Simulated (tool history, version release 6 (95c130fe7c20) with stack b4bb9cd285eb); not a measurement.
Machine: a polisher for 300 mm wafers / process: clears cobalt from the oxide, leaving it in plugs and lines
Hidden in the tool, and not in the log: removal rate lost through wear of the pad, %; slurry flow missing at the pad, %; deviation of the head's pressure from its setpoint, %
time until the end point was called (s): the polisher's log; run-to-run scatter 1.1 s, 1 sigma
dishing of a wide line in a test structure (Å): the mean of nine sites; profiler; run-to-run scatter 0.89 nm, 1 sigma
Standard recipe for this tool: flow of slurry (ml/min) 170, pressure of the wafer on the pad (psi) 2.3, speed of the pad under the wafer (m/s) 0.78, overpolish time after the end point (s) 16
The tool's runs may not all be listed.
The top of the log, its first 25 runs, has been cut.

run,hour,flow of slurry (ml/min),pressure of the wafer on the pad (psi),speed of the pad under the wafer (m/s),overpolish time after the end point (s),wafers since the last listed run,wafers polished on this pad,hours since the slurry nozzle was cleaned,hours since the head pressure was calibrated,"incoming thickness of the incoming film, nm",time until the end point was called (s),dishing of a wide line in a test structure (Å)
26,1404.2,170,1.7,0.62,16,2114,3673,430.7,462.2,348.5,138.1,263
27,1429.3,210,1.7,0.78,24,287,3961,455.8,487.3,350.6,107.4,404
# hour 1478.5: worn pad replaced by a new one
28,1584.5,170,2.3,0.78,16,1732,1214,611.0,642.5,349.7,84.8,373
29,1636.3,200,2.3,0.78,16,593,1808,662.8,694.3,354.1,86.1,356
30,1664.8,125,2.3,0.94,10,326,2134,691.3,722.8,349.4,75.8,291
31,1734.2,170,2.3,0.78,16,795,2930,760.7,792.2,352.1,86.4,350
32,1783.2,170,2.7,0.78,20,561,3491,809.7,841.2,342.8,73.8,441
# hour 1808.7: slurry nozzle cleaned
33,1831.7,170,2.3,0.78,16,544,4036,23.0,889.7,345.0,82.1,386
# hour 1859.5: worn pad replaced by a new one
34,1866.3,205,2.3,0.78,8,350,77,57.6,924.3,351.8,82.7,228

4 options for the next run, each taken on its own from the tool as it stands now. Forecast them:
A,1866.8,170,2.3,0.78,16,5,83,58.1,924.8,349.1,?,?
B,1866.8,220,2.3,0.78,16,5,83,58.1,924.8,349.1,?,?
C,1866.8,170,2.3,0.92,16,5,83,58.1,924.8,349.1,?,?
D,1866.8,120,1.8,0.70,23,5,83,58.1,924.8,349.1,?,?

run,time until the end point was called (s),dishing of a wide line in a test structure (Å)
A,84.3,362
B,81.8,368
C,71.5,396
D,125.9,356
Without the tool's unlogged condition, the same runs would have read:
run,time until the end point was called (s),dishing of a wide line in a test structure (Å)
A,76.1,383
B,73.9,389
C,64.5,416
D,113.3,377

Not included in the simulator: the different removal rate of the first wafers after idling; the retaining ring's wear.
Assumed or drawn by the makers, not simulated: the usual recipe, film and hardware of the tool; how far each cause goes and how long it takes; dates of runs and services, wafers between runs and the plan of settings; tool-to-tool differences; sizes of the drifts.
